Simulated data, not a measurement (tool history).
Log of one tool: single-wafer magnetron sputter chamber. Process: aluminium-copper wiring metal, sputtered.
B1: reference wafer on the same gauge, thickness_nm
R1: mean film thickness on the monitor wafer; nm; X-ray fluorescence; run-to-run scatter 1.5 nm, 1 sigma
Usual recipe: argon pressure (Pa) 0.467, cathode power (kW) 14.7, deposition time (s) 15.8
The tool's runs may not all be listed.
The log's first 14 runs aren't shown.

Run 15, hour 202: usual settings; B1 335.798. Result: R1 359.225 nm.
Run 16, hour 210.8: usual settings but argon pressure (Pa) 0.549, cathode power (kW) 17.95; B1 336.402. Result: R1 386.742 nm.
Run 17, hour 220.2: usual settings; B1 336.495. Result: R1 359.022 nm.
Run 18, hour 235.9: usual settings; B1 335.845. Result: R1 357.273 nm.
Run 19, hour 242.3: usual settings but argon pressure (Pa) 0.612, deposition time (s) 16.6; B1 336.409. Result: R1 350.471 nm.
Run 20, hour 251.1: usual settings but argon pressure (Pa) 0.534, cathode power (kW) 11.45, deposition time (s) 18.1; B1 335.873. Result: R1 346.544 nm.
At hour 270.5: capacitance manometer re-zeroed and calibrated.
Run 21, hour 271: usual settings; B1 336.326. Result: R1 353.925 nm.
Run 22, hour 280.3: usual settings but deposition time (s) 17.3; B1 336.246. Result: R1 386.987 nm.
At hour 292.8: sputter target and shields replaced.
Run 23, hour 296.9: usual settings but cathode power (kW) 11.7, deposition time (s) 16.8; B1 336.447. Result: R1 348.025 nm.
Run 24, hour 305.2: usual settings; B1 336.506. Result: R1 368.771 nm.
Run 25, hour 321.5: usual settings but cathode power (kW) 17.2; B1 336.187. Result: R1 401.969 nm.
Run 26, hour 364.4: usual settings; B1 336.267. Result: R1 360.896 nm.
Run 27, hour 382.2: usual settings but argon pressure (Pa) 0.362, cathode power (kW) 17.55, deposition time (s) 12.8; B1 336.076. Result: R1 336.551 nm.
Run 28, hour 391.6: usual settings; B1 335.693. Result: R1 359.366 nm.
Run 29, hour 408.1: usual settings but cathode power (kW) 11.85, deposition time (s) 14.9; B1 335.46. Result: R1 301.901 nm.
Run 30, hour 415.7: usual settings but argon pressure (Pa) 0.332, cathode power (kW) 17.3; B1 336.264. Result: R1 415.923 nm.
At hour 416.3: gauge calibrated.
Run 31, hour 431.9: usual settings but argon pressure (Pa) 0.385; B1 336.399. Result: R1 369.253 nm.

5 ways to go on from here, each from the tool as it stands after run 31. What would each give?
Run A, hour 432.3: usual settings; B1 ?. Result: R1 ?.
Run B, hour 432.3: usual settings but argon pressure (Pa) 0.301, deposition time (s) 12.9; B1 ?. Result: R1 ?.
Run C, hour 432.3: usual settings but deposition time (s) 16.8; B1 ?. Result: R1 ?.
Run D, hour 432.3: usual settings but argon pressure (Pa) 0.575, cathode power (kW) 17.35, deposition time (s) 18.3; B1 ?. Result: R1 ?.
Run E, hour 432.3: usual settings but argon pressure (Pa) 0.283, cathode power (kW) 17.2, deposition time (s) 13.5; B1 ?. Result: R1 ?.

run       B1       R1
  A  335.656  353.929
  B  335.656  310.755
  C  335.656  376.329
  D  335.656  429.478
  E  335.656  357.892
Without the tool's hidden state the same runs would have given:
run       R1
  A  369.899
  B  324.777
  C  393.311
  D  448.857
  E  374.041
